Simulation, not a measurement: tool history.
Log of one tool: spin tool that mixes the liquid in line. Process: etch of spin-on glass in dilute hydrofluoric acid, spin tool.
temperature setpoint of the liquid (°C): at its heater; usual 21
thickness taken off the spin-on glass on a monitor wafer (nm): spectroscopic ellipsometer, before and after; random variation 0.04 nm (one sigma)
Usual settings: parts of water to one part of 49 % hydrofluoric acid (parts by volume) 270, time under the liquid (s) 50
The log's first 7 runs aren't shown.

| run | hour | temperature setpoint of the liquid (°C) | parts of water to one part of 49 % hydrofluoric acid (parts by volume) | time under the liquid (s) | wafers since the last listed run | hours since the thermometer was replaced | hours since the hydrofluoric acid flow meter was replaced | hours since the gauge calibration | read-back film thickness of the spin-on glass reference wafer, read on the same gauge (nm) | thickness taken off the spin-on glass on a monitor wafer (nm) |
|---|---|---|---|---|---|---|---|---|---|---|
| 8 | 320.2 | 17.5 | 270 | 50 | 694 | 1082.8 | 1761.7 | 622 | 149.99 | 5.64 |
| 9 | 390.4 | 21 | 270 | 50 | 1144 | 1153 | 1831.9 | 692.2 | 149.99 | 6.43 |
| 10 | 459.6 | 21 | 270 | 50 | 1127 | 1222.2 | 1901.1 | 761.4 | 149.99 | 6.38 |
| 11 | 520.2 | 20 | 270 | 50 | 987 | 1282.8 | 1961.7 | 822 | 150.06 | 6.26 |
|  | 539.4 | hydrofluoric acid flow meter replaced |
| 12 | 563 | 21 | 270 | 50 | 681 | 1325.6 | 23.6 | 864.8 | 150.07 | 6.09 |
|  | 567.8 | thermometer replaced |
| 13 | 622.9 | 21 | 270 | 50 | 959 | 55.1 | 83.5 | 924.7 | 149.95 | 6.07 |
|  | 636.9 | gauge calibrated |
| 14 | 658.1 | 21 | 270 | 50 | 573 | 90.3 | 118.7 | 21.2 | 150.01 | 6.07 |
| 15 | 683.5 | 17.5 | 170 | 30 | 413 | 115.7 | 144.1 | 46.6 | 149.97 | 5.61 |
| 16 | 748.8 | 17 | 270 | 40 | 1064 | 181 | 209.4 | 111.9 | 149.98 | 4.21 |
| 17 | 788.9 | 21 | 270 | 50 | 653 | 221.1 | 249.5 | 152 | 149.97 | 6.13 |
| 18 | 825.1 | 17 | 150 | 30 | 589 | 257.3 | 285.7 | 188.2 | 150.05 | 6.37 |
| 19 | 867.7 | 21 | 355 | 40 | 694 | 299.9 | 328.3 | 230.8 | 149.99 | 3.43 |
| 20 | 920.7 | 21 | 270 | 20 | 863 | 352.9 | 381.3 | 283.8 | 150.03 | 2.46 |
| 21 | 969.5 | 19.5 | 270 | 30 | 795 | 401.7 | 430.1 | 332.6 | 149.99 | 3.47 |

Forecast run 22:
| 22 | 1041 | 19 | 270 | 75 | 1165 | 473.2 | 501.6 | 404.1 | ? | ? |

Run 22 gave read-back film thickness of the spin-on glass reference wafer, read on the same gauge (nm) 150, thickness taken off the spin-on glass on a monitor wafer (nm) 8.51.
Without the tool's hidden state the same run would have given thickness taken off the spin-on glass on a monitor wafer (nm) 8.39.
